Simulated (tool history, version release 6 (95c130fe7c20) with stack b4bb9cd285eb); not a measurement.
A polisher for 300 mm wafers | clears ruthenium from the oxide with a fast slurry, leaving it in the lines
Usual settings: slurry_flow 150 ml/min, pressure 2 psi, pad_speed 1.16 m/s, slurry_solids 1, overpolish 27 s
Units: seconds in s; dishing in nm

run,hour,slurry_flow,pressure,pad_speed,slurry_solids,overpolish,wafers since the last listed run,wafers polished on this pad,hours since the slurry nozzle was cleaned,hours since the head pressure was calibrated,hours since the slurry blender was calibrated,"incoming thickness of the incoming film, nm",seconds,dishing
1,0,150,2,1.16,1,27,0,2,239.9,305,334.2,320.6,76.6,63.4
2,56.6,150,2,1.16,1,27,295,298,296.5,361.6,390.8,318.3,78.8,62.5
3,97.6,150,2,1.16,1,27,214,513,337.5,402.6,431.8,317.8,78.4,62.2
4,347.9,150,2,1.16,1,27,1308,1822,587.8,652.9,682.1,316.5,81.7,61.5
# hour 409.8: slurry blender recalibrated
5,430.3,150,2,1.16,1,38,420,2242,670.2,735.3,20.5,322.6,79.3,74.9
# hour 568.5: slurry nozzle cleaned
6,642.1,150,2,1.16,0.8,27,1102,3345,73.6,947.1,232.3,321.6,87.5,59
7,706.5,150,2,1.16,1,27,336,3681,138,1011.5,296.7,314,75.6,62.8
# hour 733.4: worn pad replaced by a new one
8,791.6,150,2,1.52,0.8,27,424,304,223.1,1096.6,381.8,324.2,69.4,68.6
9,853.8,150,2,0.8,1.15,27,325,629,285.3,1158.8,444,322.3,103.9,51.5
10,934.9,170,2,1.44,1,13,424,1053,366.4,1239.9,525.1,322.7,61.8,44.4
11,999.9,150,2,1.16,1,27,339,1393,431.4,1304.9,590.1,315.6,79.9,60.8
12,1082.4,150,2,0.76,1.1,27,431,1824,513.9,1387.4,672.6,314.8,115.8,47.2
13,1120.5,150,2,1.16,1,37,199,2024,552,1425.5,710.7,322.2,84.4,73.1
14,1188.1,150,1.5,0.96,1.15,27,353,2377,619.6,1493.1,778.3,318.9,125,44.4
# hour 1190.1: slurry blender recalibrated
# hour 1214.5: head pressure recalibrated
15,1291.5,110,2.5,1.16,1,27,519,2897,723,77,101.4,322.8,63.3,70.3
# hour 1352.3: slurry nozzle cleaned
# hour 1472: worn pad replaced by a new one
16,1580,150,2,1.16,1.3,12,1482,564,227.7,365.5,389.9,318.2,66.9,38.7
17,1653.4,150,2,1.16,1.2,27,383,948,301.1,438.9,463.3,317.8,70.7,66.6
18,1718.9,150,2.3,0.94,0.85,27,342,1291,366.6,504.4,528.8,322.3,92.9,54.7
19,1806.5,150,2.5,1.16,1,27,458,1749,454.2,592,616.4,314.3,62.2,70.5
20,1890.6,150,2,1.16,1,27,439,2189,538.3,676.1,700.5,317.6,82.8,60.7
# hour 1906.4: slurry blender recalibrated
21,1942.7,150,2.2,0.88,1,27,262,2451,590.4,728.2,36.3,315.7,91.7,58.6
22,2042.6,150,2,1.16,1,27,522,2973,690.3,828.1,136.2,315.3,75.9,64
23,2115.8,150,2,1.16,1,27,382,3356,763.5,901.3,209.4,319.9,78.2,63.7
24,2159,150,2,1.16,1,27,225,3582,806.7,944.5,252.6,320.8,78.1,63.5
# hour 2199.5: worn pad replaced by a new one
# hour 2241.6: slurry nozzle cleaned
25,2246.7,150,2.6,1.5,0.85,32,432,241,5.1,1032.2,340.3,321,51.5,82
26,2286,150,2,1.16,1,12,205,446,44.4,1071.5,379.6,319.2,76.2,34.8
27,2330.5,180,2,1.16,1,27,232,679,88.9,1116,424.1,318.4,77.4,64.9

What the log doesn't show, run by run:
removal rate lost through wear of the pad, %: 0 in every run
slurry flow missing at the pad, %: 0 in every run
deviation of the head's pressure from its setpoint, %: 0 in every run
H1: abrasive missing from the slurry, %
run,H1
1,4.8
2,5.73
3,6.49
4,12.8
5,0.602
6,1.82
7,2.59
8,3.9
9,5.07
10,6.85
11,8.5
12,10.9
13,12.1
14,14.3
15,0.607
16,3.82
17,5.25
18,6.72
19,9
20,11.5
21,1.5
22,1.89
23,2.47
24,2.92
25,4.1
26,4.74
27,5.55

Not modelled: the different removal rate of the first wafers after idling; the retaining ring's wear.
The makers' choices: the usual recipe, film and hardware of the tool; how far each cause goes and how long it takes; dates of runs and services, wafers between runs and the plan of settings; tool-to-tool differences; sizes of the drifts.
